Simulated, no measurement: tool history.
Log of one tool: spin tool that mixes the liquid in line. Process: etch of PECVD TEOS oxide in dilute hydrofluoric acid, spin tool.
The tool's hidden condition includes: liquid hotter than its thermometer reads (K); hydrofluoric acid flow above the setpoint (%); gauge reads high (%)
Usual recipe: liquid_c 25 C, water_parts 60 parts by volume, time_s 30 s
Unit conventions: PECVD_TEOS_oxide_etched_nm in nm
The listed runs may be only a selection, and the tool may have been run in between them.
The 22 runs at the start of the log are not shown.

run	hour	liquid_c	water_parts	time_s	wafers since the last listed run	hours since the thermometer was replaced	hours since the hydrofluoric acid flow meter was replaced	hours since the gauge calibration	read-back film thickness of the PECVD TEOS oxide reference wafer, read on the same gauge (nm)	PECVD_TEOS_oxide_etched_nm
23	1096.1	23.5	40	15	438	320.5	863.5	180	79.98	7.04
24	1242.8	25	60	30	2382	467.2	1010.2	326.7	79.97	9.76
25	1281.3	27	85	25	625	505.7	1048.7	365.2	80	6.02
26	1319.5	25	60	30	620	543.9	1086.9	403.4	80.01	9.79
27	1381.1	21.5	30	30	1000	605.5	1148.5	465	80.01	17.62
28	1406.4	23.5	40	30	410	630.8	1173.8	490.3	79.99	14.21
29	1457.7	23	70	25	833	682.1	1225.1	541.6	79.98	6.39
30	1504.5	20.5	70	45	760	728.9	1271.9	588.4	80	10.29
31	1555.6	30	85	35	829	780	1323	639.5	80	9.48
32	1625.5	29	85	40	1135	849.9	1392.9	709.4	79.96	10.46
# hour 1681.5: thermometer replaced
33	1686.5	25	70	30	974	5	1453.9	770.4	79.99	8.21
34	1718.6	28.5	35	30	521	37.1	1486	802.5	79.94	19.79

Here are 3 independent what-if runs from the current tool condition. What would each one return?
A	1719	25	60	45	6	37.5	1486.4	802.9	?	?
B	1719	25	35	30	6	37.5	1486.4	802.9	?	?
C	1719	20.5	40	30	6	37.5	1486.4	802.9	?	?

run	read-back film thickness of the PECVD TEOS oxide reference wafer, read on the same gauge (nm)	PECVD_TEOS_oxide_etched_nm
A	80	14.6
B	80	17.27
C	80	12.43
Without the tool's unlogged condition, the same runs would have read:
run	PECVD_TEOS_oxide_etched_nm
A	14.56
B	17.22
C	12.39

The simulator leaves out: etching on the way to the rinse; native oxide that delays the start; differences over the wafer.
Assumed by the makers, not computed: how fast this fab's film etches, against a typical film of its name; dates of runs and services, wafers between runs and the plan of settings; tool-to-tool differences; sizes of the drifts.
